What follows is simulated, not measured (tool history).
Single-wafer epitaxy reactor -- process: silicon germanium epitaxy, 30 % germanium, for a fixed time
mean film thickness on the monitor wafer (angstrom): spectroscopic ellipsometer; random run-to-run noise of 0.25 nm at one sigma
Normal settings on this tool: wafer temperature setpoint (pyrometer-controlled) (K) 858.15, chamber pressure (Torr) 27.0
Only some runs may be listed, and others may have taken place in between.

run   hour  wafer temperature setpoint (pyrometer-controlled) (K)  chamber pressure (Torr)  read-back reference wafer on the same gauge, thickness_nm  mean film thickness on the monitor wafer (angstrom)
  1    0.0                                                 854.15                     28.6                                                     56.701                                               443.73
  2   32.3                                                 854.15                     28.6                                                     56.884                                               450.03
  3  241.7                                                 858.15                     27.0                                                     57.443                                               481.83
  4  302.5                                                 858.15                     27.0                                                     57.790                                               484.88
  5  370.7                                                 858.15                     27.0                                                     58.025                                               486.47
     396.4  -- showerhead replaced
     426.7  -- capacitance manometer re-zeroed and calibrated
  6  436.8                                                 858.15                     27.0                                                     58.165                                               482.92
     475.9  -- pyrometer calibrated
  7  496.3                                                 858.15                     27.0                                                     58.514                                               490.39
  8  537.0                                                 858.15                     27.0                                                     58.636                                               490.76
  9  595.9                                                 858.15                     27.0                                                     59.043                                               495.94
     607.5  -- gauge calibrated
 10  645.1                                                 867.15                     30.6                                                     55.603                                               583.55
 11  669.9                                                 869.15                     24.1                                                     55.625                                               560.94
 12  738.2                                                 853.15                     27.0                                                     55.700                                               420.22
 13  793.3                                                 862.15                     27.0                                                     55.660                                               508.59
 14  817.6                                                 858.15                     27.0                                                     55.685                                               464.25
 15  868.8                                                 858.15                     27.0                                                     55.631                                               468.69
 16  894.1                                                 858.15                     32.3                                                     55.876                                               501.38
 17  931.1                                                 858.15                     25.0                                                     55.904                                               454.88
 18  961.1                                                 858.15                     27.0                                                     55.801                                               465.60

What would each run have given without the hidden state, its run-to-run variation left as it was?
The hidden state here: wafer temperature above the value expected at the setpoint (K); true pressure above the setpoint (%); gauge reads high (%).
run  mean film thickness on the monitor wafer (angstrom)
  1                                               438.24
  2                                               443.88
  3                                               470.32
  4                                               471.57
  5                                               471.04
  6                                               465.46
  7                                               470.58
  8                                               469.45
  9                                               472.15
 10                                               588.47
 11                                               565.62
 12                                               423.50
 13                                               512.20
 14                                               467.37
 15                                               471.38
 16                                               503.98
 17                                               456.82
 18                                               467.21
